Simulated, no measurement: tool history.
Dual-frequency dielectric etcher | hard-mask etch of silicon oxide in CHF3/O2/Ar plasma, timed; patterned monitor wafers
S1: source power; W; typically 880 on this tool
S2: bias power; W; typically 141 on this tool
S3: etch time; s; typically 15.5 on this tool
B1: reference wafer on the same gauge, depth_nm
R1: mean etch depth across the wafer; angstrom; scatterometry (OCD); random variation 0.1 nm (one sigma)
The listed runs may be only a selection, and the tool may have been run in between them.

Run 1, day 0.000: usual settings; B1 36.81. Result: R1 344.9 angstrom.
Run 2, day 0.700: usual settings; B1 36.80. Result: R1 345.6 angstrom.
Run 3, day 1.271: usual settings; B1 36.79. Result: R1 347.4 angstrom.
Run 4, day 1.879: usual settings but S3 12.0 s; B1 36.82. Result: R1 268.0 angstrom.
At day 2.325: source power generator calibrated.
Run 5, day 2.346: usual settings but S3 12.0 s; B1 36.80. Result: R1 268.1 angstrom.
Run 6, day 3.075: usual settings but S1 800 W, S2 107 W, S3 17.5 s; B1 36.82. Result: R1 345.3 angstrom.
Run 7, day 4.508: usual settings; B1 36.80. Result: R1 348.5 angstrom.
Run 8, day 5.108: usual settings but S3 11.0 s; B1 36.81. Result: R1 247.7 angstrom.
Run 9, day 5.479: usual settings but S1 1080 W; B1 36.79. Result: R1 391.0 angstrom.
Run 10, day 6.404: usual settings but S1 1080 W, S2 156 W, S3 20.0 s; B1 36.79. Result: R1 519.1 angstrom.
Run 11, day 6.829: usual settings; B1 36.79. Result: R1 350.9 angstrom.
At day 6.992: gauge calibrated.
Run 12, day 7.467: usual settings; B1 36.77. Result: R1 349.9 angstrom.
Run 13, day 8.054: usual settings but S1 680 W, S2 111 W, S3 17.5 s; B1 36.81. Result: R1 316.7 angstrom.
Run 14, day 8.338: usual settings but S1 1060 W, S3 11.5 s; B1 36.81. Result: R1 287.7 angstrom.
Run 15, day 8.771: usual settings but S2 123 W, S3 12.0 s; B1 36.80. Result: R1 260.7 angstrom.
Run 16, day 9.196: usual settings but S1 950 W, S2 151 W, S3 18.0 s; B1 36.81. Result: R1 433.0 angstrom.
At day 9.404: bias power generator calibrated.
Run 17, day 9.592: usual settings; B1 36.80. Result: R1 349.8 angstrom.
Run 18, day 10.283: usual settings but S1 740 W; B1 36.82. Result: R1 316.8 angstrom.
At day 11.442: upper electrode replaced.
Run 19, day 11.462: usual settings but S1 1030 W, S2 123 W, S3 17.0 s; B1 36.83. Result: R1 407.0 angstrom.
Run 20, day 11.592: usual settings; B1 36.80. Result: R1 350.5 angstrom.
Run 21, day 11.992: usual settings but S1 760 W, S2 131 W, S3 18.5 s; B1 36.81. Result: R1 376.4 angstrom.
Run 22, day 14.079: usual settings but S1 950 W, S2 153 W; B1 36.79. Result: R1 378.8 angstrom.
Run 23, day 14.650: usual settings but S2 159 W; B1 36.79. Result: R1 366.2 angstrom.
Run 24, day 14.996: usual settings; B1 36.79. Result: R1 355.0 angstrom.
Run 25, day 15.592: usual settings but S1 1050 W, S2 110 W; B1 36.78. Result: R1 364.2 angstrom.
At day 17.950: wet clean of the chamber.
Run 26, day 17.971: usual settings but S2 107 W; B1 36.78. Result: R1 318.8 angstrom.
Run 27, day 18.000: usual settings but S1 700 W, S2 116 W, S3 16.5 s; B1 36.80. Result: R1 302.2 angstrom.
Run 28, day 18.496: usual settings; B1 36.79. Result: R1 343.2 angstrom.
Run 29, day 18.862: usual settings; B1 36.79. Result: R1 342.4 angstrom.

Alternative continuations, all from the tool just after run 29; predict every row:
Run A, day 18.879: usual settings but S2 167 W; B1 ?. Result: R1 ?.
Run B, day 18.879: usual settings but S2 151 W, S3 11.5 s; B1 ?. Result: R1 ?.
Run C, day 18.879: usual settings but S1 1050 W, S2 171 W; B1 ?. Result: R1 ?.
Run D, day 18.879: usual settings but S1 690 W; B1 ?. Result: R1 ?.
Run E, day 18.879: usual settings but S1 1040 W, S2 131 W, S3 18.5 s; B1 ?. Result: R1 ?.

run     B1     R1
  A  36.80  361.8
  B  36.80  260.7
  C  36.80  401.0
  D  36.80  297.6
  E  36.80  442.1
Stripped of hidden state, with their random variation kept, the same runs would have yielded:
run     R1
  A  362.9
  B  261.5
  C  402.2
  D  298.5
  E  443.4
